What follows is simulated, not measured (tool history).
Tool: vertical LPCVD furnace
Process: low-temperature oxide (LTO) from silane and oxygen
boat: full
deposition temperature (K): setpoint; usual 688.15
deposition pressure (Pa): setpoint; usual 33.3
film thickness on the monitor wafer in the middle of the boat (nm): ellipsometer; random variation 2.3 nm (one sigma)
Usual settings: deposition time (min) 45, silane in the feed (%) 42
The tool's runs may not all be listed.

| run | hour | deposition temperature (K) | deposition pressure (Pa) | deposition time (min) | silane in the feed (%) | read-back reference wafer on the same gauge, thickness | film thickness on the monitor wafer in the middle of the boat (nm) |
|---|---|---|---|---|---|---|---|
| 1 | 0 | 682.15 | 33.3 | 45 | 42 | 510.42 | 506.39 |
| 2 | 46.5 | 682.15 | 33.3 | 45 | 42 | 509.78 | 500.01 |
| 3 | 90.1 | 679.15 | 33.3 | 45 | 42 | 509.7 | 486.54 |
|  | 134.7 | gauge calibrated |
| 4 | 193.3 | 688.15 | 33.3 | 45 | 48 | 509.52 | 602.09 |
| 5 | 239.1 | 688.15 | 33.3 | 45 | 48 | 510.47 | 604.2 |
| 6 | 325 | 688.15 | 33.3 | 45 | 42 | 510.24 | 528.85 |
| 7 | 411.6 | 688.15 | 33.3 | 45 | 42 | 509.21 | 531.01 |
| 8 | 466.2 | 688.15 | 33.3 | 45 | 37 | 510.48 | 457.5 |
| 9 | 555.3 | 688.15 | 29.3 | 45 | 49 | 509.83 | 536.9 |
| 10 | 620.6 | 688.15 | 33.3 | 60 | 34 | 509.66 | 544.73 |
| 11 | 675.4 | 699.15 | 33.3 | 45 | 42 | 509.98 | 587.57 |
|  | 798 | thermocouples replaced and temperature profile calibrated |
|  | 836.9 | pressure gauge zeroed |
| 12 | 896.6 | 688.15 | 33.3 | 45 | 42 | 509.92 | 541.37 |
|  | 982 | silane flow controller replaced |
|  | 987.4 | gauge calibrated |
| 13 | 1037.4 | 688.15 | 33.3 | 45 | 42 | 509.76 | 544.04 |
| 14 | 1080.8 | 682.15 | 33.3 | 45 | 42 | 509.75 | 507.41 |
| 15 | 1165.3 | 688.15 | 28 | 53.5 | 42 | 509.92 | 540.14 |
| 16 | 1242.5 | 695.15 | 39.3 | 58.5 | 50 | 510.09 | 1045.33 |
| 17 | 1296.2 | 693.15 | 33.3 | 45 | 48 | 509.14 | 646.79 |

Forecast each of these 3 alternatives for the next run:
| A | 1301 | 688.15 | 39.3 | 45 | 42 | ? | ? |
| B | 1301 | 694.15 | 33.3 | 36.5 | 42 | ? | ? |
| C | 1301 | 688.15 | 33.3 | 32 | 42 | ? | ? |

| run | read-back reference wafer on the same gauge, thickness | film thickness on the monitor wafer in the middle of the boat (nm) |
|---|---|---|
| A | 510.42 | 633.62 |
| B | 510.42 | 462.73 |
| C | 510.42 | 381.79 |
Without the tool's hidden state the same runs would have given:
| run | film thickness on the monitor wafer in the middle of the boat (nm) |
|---|---|
| A | 634.13 |
| B | 463.17 |
| C | 382.15 |
